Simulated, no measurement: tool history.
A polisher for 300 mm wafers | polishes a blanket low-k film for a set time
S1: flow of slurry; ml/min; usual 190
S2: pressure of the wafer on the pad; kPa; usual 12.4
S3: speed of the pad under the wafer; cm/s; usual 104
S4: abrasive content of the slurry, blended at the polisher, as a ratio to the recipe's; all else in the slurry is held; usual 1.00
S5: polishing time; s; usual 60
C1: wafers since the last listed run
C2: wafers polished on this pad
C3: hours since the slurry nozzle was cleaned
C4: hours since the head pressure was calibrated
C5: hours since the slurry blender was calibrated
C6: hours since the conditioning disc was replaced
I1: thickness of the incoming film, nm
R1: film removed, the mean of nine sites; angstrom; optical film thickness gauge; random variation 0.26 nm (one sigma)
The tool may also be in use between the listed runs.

run 1 hour=0.0 | S1=190 S2=12.4 S3=104 S4=1.00 S5=60 | C1=0 C2=3449 C3=25.5 C4=914.8 C5=704.5 C6=31.7 | I1=436.2 | R1=181
-- hour=42.0 slurry blender recalibrated
run 2 hour=101.9 | S1=190 S2=12.4 S3=104 S4=1.00 S5=60 | C1=673 C2=4122 C3=127.4 C4=1016.7 C5=59.9 C6=133.6 | I1=446.2 | R1=183
-- hour=109.8 worn pad replaced by a new one
run 3 hour=142.0 | S1=190 S2=12.4 S3=104 S4=1.00 S5=60 | C1=243 C2=216 C3=167.5 C4=1056.8 C5=100.0 C6=173.7 | I1=438.9 | R1=183
run 4 hour=193.0 | S1=190 S2=12.4 S3=104 S4=1.15 S5=72 | C1=343 C2=560 C3=218.5 C4=1107.8 C5=151.0 C6=224.7 | I1=439.6 | R1=223
run 5 hour=266.8 | S1=190 S2=12.4 S3=104 S4=1.00 S5=60 | C1=497 C2=1057 C3=292.3 C4=1181.6 C5=224.8 C6=298.5 | I1=438.7 | R1=180
-- hour=342.0 head pressure recalibrated
run 6 hour=355.8 | S1=165 S2=13.8 S3=104 S4=1.20 S5=43 | C1=586 C2=1644 C3=381.3 C4=13.8 C5=313.8 C6=387.5 | I1=440.6 | R1=162
run 7 hour=394.8 | S1=190 S2=14.5 S3=104 S4=0.85 S5=60 | C1=262 C2=1906 C3=420.3 C4=52.8 C5=352.8 C6=426.5 | I1=443.0 | R1=226
run 8 hour=463.5 | S1=160 S2=16.5 S3=130 S4=1.00 S5=51 | C1=462 C2=2369 C3=489.0 C4=121.5 C5=421.5 C6=495.2 | I1=439.5 | R1=237
run 9 hour=548.8 | S1=190 S2=12.4 S3=104 S4=1.00 S5=60 | C1=574 C2=2944 C3=574.3 C4=206.8 C5=506.8 C6=580.5 | I1=436.3 | R1=190
run 10 hour=609.2 | S1=250 S2=12.4 S3=104 S4=1.00 S5=60 | C1=407 C2=3351 C3=634.7 C4=267.2 C5=567.2 C6=640.9 | I1=440.6 | R1=201
-- hour=652.0 conditioning disc replaced and pad reconditioned
-- hour=655.1 slurry nozzle cleaned
run 11 hour=660.7 | S1=225 S2=12.4 S3=104 S4=0.85 S5=60 | C1=326 C2=3678 C3=5.6 C4=318.7 C5=618.7 C6=8.7 | I1=432.1 | R1=186
-- hour=701.5 worn pad replaced by a new one
run 12 hour=719.8 | S1=190 S2=12.4 S3=104 S4=1.00 S5=60 | C1=371 C2=123 C3=64.7 C4=377.8 C5=677.8 C6=67.8 | I1=435.4 | R1=186
-- hour=738.4 slurry blender recalibrated
run 13 hour=807.8 | S1=170 S2=12.4 S3=104 S4=0.90 S5=73 | C1=579 C2=703 C3=152.7 C4=465.8 C5=69.4 C6=155.8 | I1=433.7 | R1=218
run 14 hour=871.5 | S1=190 S2=12.4 S3=74 S4=0.80 S5=60 | C1=429 C2=1132 C3=216.4 C4=529.5 C5=133.1 C6=219.5 | I1=436.3 | R1=150
run 15 hour=949.1 | S1=190 S2=11.0 S3=104 S4=0.70 S5=60 | C1=522 C2=1655 C3=294.0 C4=607.1 C5=210.7 C6=297.1 | I1=445.7 | R1=149
run 16 hour=1006.9 | S1=190 S2=12.4 S3=104 S4=1.00 S5=60 | C1=389 C2=2044 C3=351.8 C4=664.9 C5=268.5 C6=354.9 | I1=442.9 | R1=185
run 17 hour=1092.6 | S1=215 S2=10.3 S3=104 S4=0.80 S5=60 | C1=577 C2=2622 C3=437.5 C4=750.6 C5=354.2 C6=440.6 | I1=438.6 | R1=146
run 18 hour=1132.4 | S1=165 S2=9.7 S3=70 S4=1.00 S5=67 | C1=268 C2=2890 C3=477.3 C4=790.4 C5=394.0 C6=480.4 | I1=448.1 | R1=131
run 19 hour=1223.8 | S1=190 S2=12.4 S3=104 S4=1.00 S5=60 | C1=615 C2=3506 C3=568.7 C4=881.8 C5=485.4 C6=571.8 | I1=438.4 | R1=181
-- hour=1310.9 conditioning disc replaced and pad reconditioned
-- hour=1369.0 worn pad replaced by a new one
-- hour=1380.0 slurry nozzle cleaned
-- hour=1470.2 slurry blender recalibrated
run 20 hour=1546.9 | S1=250 S2=14.5 S3=104 S4=1.00 S5=60 | C1=2116 C2=1178 C3=166.9 C4=1204.9 C5=76.7 C6=236.0 | I1=444.0 | R1=210
run 21 hour=1620.2 | S1=190 S2=12.4 S3=130 S4=1.15 S5=79 | C1=493 C2=1672 C3=240.2 C4=1278.2 C5=150.0 C6=309.3 | I1=431.6 | R1=261
-- hour=1676.8 head pressure recalibrated
run 22 hour=1693.8 | S1=130 S2=9.7 S3=104 S4=0.70 S5=72 | C1=482 C2=2155 C3=313.8 C4=17.0 C5=223.6 C6=382.9 | I1=434.6 | R1=161
run 23 hour=1926.7 | S1=190 S2=12.4 S3=104 S4=1.00 S5=60 | C1=1569 C2=3725 C3=546.7 C4=249.9 C5=456.5 C6=615.8 | I1=445.8 | R1=195
-- hour=1934.3 conditioning disc replaced and pad reconditioned
-- hour=2009.7 slurry nozzle cleaned
run 24 hour=2012.9 | S1=190 S2=12.4 S3=104 S4=1.15 S5=72 | C1=560 C2=4285 C3=3.2 C4=336.1 C5=542.7 C6=78.6 | I1=444.1 | R1=239

Hidden state at the last listed run before each entry between runs and at the first one after, where it differs:
Between runs 1 and 2: slurry blender recalibrated (hour 42.0)
  deviation of the head's pressure from its setpoint, %: -11.3 -> -11.6
  measured less the result without the state, R1: -23 -> -23 angstrom
Between runs 2 and 3: worn pad replaced by a new one (hour 109.8)
  deviation of the head's pressure from its setpoint, %: -11.6 -> -11.7
  measured less the result without the state, R1: -23 -> -24 angstrom
Between runs 5 and 6: head pressure recalibrated (hour 342.0)
  deviation of the head's pressure from its setpoint, %: -12 -> -1.95
  measured less the result without the state, R1: -24 -> -3 angstrom
Between runs 10 and 11: conditioning disc replaced and pad reconditioned (hour 652.0); slurry nozzle cleaned (hour 655.1)
  deviation of the head's pressure from its setpoint, %: -7.5 -> -8.27
  measured less the result without the state, R1: -15 -> -16 angstrom
Between runs 11 and 12: worn pad replaced by a new one (hour 701.5)
  deviation of the head's pressure from its setpoint, %: -8.27 -> -9.05
  measured less the result without the state, R1: -16 -> -18 angstrom
Between runs 12 and 13: slurry blender recalibrated (hour 738.4)
  deviation of the head's pressure from its setpoint, %: -9.05 -> -10
  measured less the result without the state, R1: -18 -> -24 angstrom
Between runs 19 and 20: conditioning disc replaced and pad reconditioned (hour 1310.9); worn pad replaced by a new one (hour 1369.0); slurry nozzle cleaned (hour 1380.0); slurry blender recalibrated (hour 1470.2)
  deviation of the head's pressure from its setpoint, %: -12.6 -> -13.5
  measured less the result without the state, R1: -25 -> -32 angstrom
Between runs 21 and 22: head pressure recalibrated (hour 1676.8)
  deviation of the head's pressure from its setpoint, %: -13.6 -> -0.623
  measured less the result without the state, R1: -39 -> -1 angstrom
Between runs 23 and 24: conditioning disc replaced and pad reconditioned (hour 1934.3); slurry nozzle cleaned (hour 2009.7)
  deviation of the head's pressure from its setpoint, %: -5.8 -> -7.09
  measured less the result without the state, R1: -12 -> -18 angstrom
